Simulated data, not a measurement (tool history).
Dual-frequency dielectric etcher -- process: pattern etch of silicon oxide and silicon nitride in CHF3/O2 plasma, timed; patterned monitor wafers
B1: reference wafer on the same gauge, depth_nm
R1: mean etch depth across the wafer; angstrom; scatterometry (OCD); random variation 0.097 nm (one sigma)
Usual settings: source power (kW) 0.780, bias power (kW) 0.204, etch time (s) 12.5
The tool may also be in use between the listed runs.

{"run": 1, "hour": 0.0, "source power (kW)": 0.78, "bias power (kW)": 0.229, "etch time (s)": 10.0, "B1": 26.91, "R1": 186.1}
{"run": 2, "hour": 42.6, "source power (kW)": 0.78, "bias power (kW)": 0.204, "etch time (s)": 12.5, "B1": 26.91, "R1": 225.8}
{"hour": 71.6, "done": "wet clean of the chamber, repeated, since the last time left the tool worse"}
{"run": 3, "hour": 110.4, "source power (kW)": 0.78, "bias power (kW)": 0.204, "etch time (s)": 12.5, "B1": 26.87, "R1": 223.5}
{"run": 4, "hour": 198.7, "source power (kW)": 0.78, "bias power (kW)": 0.204, "etch time (s)": 12.5, "B1": 26.92, "R1": 221.4}
{"run": 5, "hour": 250.7, "source power (kW)": 0.68, "bias power (kW)": 0.204, "etch time (s)": 12.5, "B1": 26.89, "R1": 209.5}
{"hour": 265.0, "done": "bias power generator calibrated"}
{"run": 6, "hour": 343.0, "source power (kW)": 0.84, "bias power (kW)": 0.24, "etch time (s)": 12.5, "B1": 26.9, "R1": 235.5}
{"run": 7, "hour": 444.4, "source power (kW)": 0.78, "bias power (kW)": 0.226, "etch time (s)": 9.5, "B1": 26.89, "R1": 169.7}
{"run": 8, "hour": 520.0, "source power (kW)": 0.78, "bias power (kW)": 0.204, "etch time (s)": 12.5, "B1": 26.91, "R1": 218.0}
{"run": 9, "hour": 616.6, "source power (kW)": 0.92, "bias power (kW)": 0.226, "etch time (s)": 14.0, "B1": 26.9, "R1": 266.0}
{"hour": 691.5, "done": "wet clean of the chamber"}
{"run": 10, "hour": 692.0, "source power (kW)": 0.92, "bias power (kW)": 0.204, "etch time (s)": 16.5, "B1": 26.91, "R1": 317.3}
{"run": 11, "hour": 738.1, "source power (kW)": 0.78, "bias power (kW)": 0.204, "etch time (s)": 14.0, "B1": 26.9, "R1": 252.9}
{"run": 12, "hour": 829.2, "source power (kW)": 0.78, "bias power (kW)": 0.229, "etch time (s)": 12.5, "B1": 26.88, "R1": 229.8}
{"run": 13, "hour": 869.7, "source power (kW)": 0.78, "bias power (kW)": 0.181, "etch time (s)": 16.5, "B1": 26.9, "R1": 286.1}
{"hour": 929.2, "done": "gauge calibrated"}
{"run": 14, "hour": 966.5, "source power (kW)": 0.78, "bias power (kW)": 0.204, "etch time (s)": 12.5, "B1": 26.89, "R1": 221.5}
{"hour": 1032.1, "done": "upper electrode replaced"}
{"run": 15, "hour": 1054.9, "source power (kW)": 0.78, "bias power (kW)": 0.204, "etch time (s)": 12.5, "B1": 26.91, "R1": 221.5}
{"run": 16, "hour": 1129.9, "source power (kW)": 0.78, "bias power (kW)": 0.204, "etch time (s)": 12.5, "B1": 26.91, "R1": 220.4}
{"hour": 1154.9, "done": "source power generator calibrated"}
{"run": 17, "hour": 1169.6, "source power (kW)": 0.91, "bias power (kW)": 0.17, "etch time (s)": 13.5, "B1": 26.9, "R1": 242.8}
{"run": 18, "hour": 1227.5, "source power (kW)": 0.78, "bias power (kW)": 0.17, "etch time (s)": 12.5, "B1": 26.91, "R1": 210.6}
{"hour": 1279.5, "done": "wet clean of the chamber"}
{"run": 19, "hour": 1282.3, "source power (kW)": 0.78, "bias power (kW)": 0.204, "etch time (s)": 12.5, "B1": 26.93, "R1": 226.0}
{"run": 20, "hour": 1355.8, "source power (kW)": 0.91, "bias power (kW)": 0.204, "etch time (s)": 16.0, "B1": 26.92, "R1": 304.9}
{"run": 21, "hour": 1409.7, "source power (kW)": 0.61, "bias power (kW)": 0.236, "etch time (s)": 15.0, "B1": 26.91, "R1": 252.2}
{"run": 22, "hour": 1505.5, "source power (kW)": 0.97, "bias power (kW)": 0.171, "etch time (s)": 8.5, "B1": 26.91, "R1": 160.4}
{"run": 23, "hour": 1558.8, "source power (kW)": 0.59, "bias power (kW)": 0.204, "etch time (s)": 12.5, "B1": 26.9, "R1": 198.9}
{"run": 24, "hour": 1662.0, "source power (kW)": 0.78, "bias power (kW)": 0.204, "etch time (s)": 12.5, "B1": 26.88, "R1": 221.0}
{"run": 25, "hour": 1756.1, "source power (kW)": 0.78, "bias power (kW)": 0.243, "etch time (s)": 13.5, "B1": 26.9, "R1": 246.1}
{"run": 26, "hour": 1826.6, "source power (kW)": 0.78, "bias power (kW)": 0.204, "etch time (s)": 10.0, "B1": 26.92, "R1": 175.4}
{"hour": 1912.7, "done": "wet clean of the chamber"}
{"run": 27, "hour": 1913.2, "source power (kW)": 0.69, "bias power (kW)": 0.204, "etch time (s)": 12.5, "B1": 26.91, "R1": 214.6}
{"run": 28, "hour": 1977.4, "source power (kW)": 0.88, "bias power (kW)": 0.176, "etch time (s)": 12.5, "B1": 26.89, "R1": 230.0}
{"run": 29, "hour": 2060.2, "source power (kW)": 0.78, "bias power (kW)": 0.204, "etch time (s)": 12.5, "B1": 26.9, "R1": 223.6}

Alternative continuations, all from the tool just after run 29; predict every row:
{"run": "A", "hour": 2060.6, "source power (kW)": 0.78, "bias power (kW)": 0.204, "etch time (s)": 12.5, "B1": "?", "R1": "?"}
{"run": "B", "hour": 2060.6, "source power (kW)": 0.78, "bias power (kW)": 0.182, "etch time (s)": 9.5, "B1": "?", "R1": "?"}
{"run": "C", "hour": 2060.6, "source power (kW)": 0.84, "bias power (kW)": 0.174, "etch time (s)": 10.0, "B1": "?", "R1": "?"}
{"run": "D", "hour": 2060.6, "source power (kW)": 0.78, "bias power (kW)": 0.222, "etch time (s)": 15.0, "B1": "?", "R1": "?"}

run=A B1=26.90 R1=223.0
run=B B1=26.90 R1=165.7
run=C B1=26.90 R1=178.2
run=D B1=26.90 R1=272.4
Stripped of hidden state, with their random variation kept, the same runs would have yielded:
run=A R1=224.3
run=B R1=166.7
run=C R1=179.3
run=D R1=274.0
